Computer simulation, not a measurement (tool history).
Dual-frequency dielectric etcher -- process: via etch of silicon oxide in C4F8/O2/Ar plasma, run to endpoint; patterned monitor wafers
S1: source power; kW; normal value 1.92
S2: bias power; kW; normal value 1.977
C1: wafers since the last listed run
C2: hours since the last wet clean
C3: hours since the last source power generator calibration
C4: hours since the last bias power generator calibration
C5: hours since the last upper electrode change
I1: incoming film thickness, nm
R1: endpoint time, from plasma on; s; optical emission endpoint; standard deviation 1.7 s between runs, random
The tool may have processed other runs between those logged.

run    day    S1     S2  C1     C2      C3      C4      C5      I1     R1
  1      0  1.92  1.977   0  314.9  3430.8  4800.9  4338.8  2159.2  409.6
  2  0.508  1.92  1.977  63  327.1    3443  4813.1    4351  2174.3  413.9
  3  0.925  1.92  1.977  52  337.1    3453  4823.1    4361  2200.2  419.7
  4  1.433  1.92  1.977  63  349.3  3465.2  4835.3  4373.2  2191.9  418.4
  5  1.817  1.92  1.977  48  358.5  3474.4  4844.5  4382.4  2182.3  413.8
     2.208  -- bias power generator calibrated
  6  2.304  1.92  1.977  40  370.2  3486.1     2.3  4394.1  2189.7  416.7
     3.521  -- upper electrode replaced
     3.704  -- wet clean of the chamber
  7  3.725  1.92  1.977  29    0.5  3520.2    36.4     4.9  2172.7  432.4
  8  3.742  2.15  2.461   2    0.9  3520.6    36.8     5.3  2184.3    394
  9  3.942  1.92  1.977  25    5.7  3525.4    41.6    10.1  2180.5  431.4
     4.417  -- source power generator calibrated
 10  4.438  1.46  2.348  41   17.6     0.5    53.5      22    2181  442.1
 11  4.946  2.23  2.419  63   29.8    12.7    65.7    34.2  2180.6  385.7
 12  5.275  2.08  1.977  41   37.7    20.6    73.6    42.1  2188.1    420
 13  5.617  1.68  1.977  42   45.9    28.8    81.8    50.3  2179.8  448.1
 14  6.308  1.92   2.35  86   62.5    45.4    98.4    66.9  2175.2  406.2

3 options for the next run, each taken on its own from the tool as it stands now. Forecast them:
  A  6.329  2.36  1.977   2  63  45.9  98.9  67.4  2173.8   ?
  B  6.329  1.92  2.344   2  63  45.9  98.9  67.4  2173.8   ?
  C  6.329  2.13   2.14   2  63  45.9  98.9  67.4  2173.8   ?

run     R1
  A  403.3
  B    406
  C  405.6
Without the tool's hidden state the same runs would have given:
run     R1
  A  406.4
  B  409.1
  C  408.7
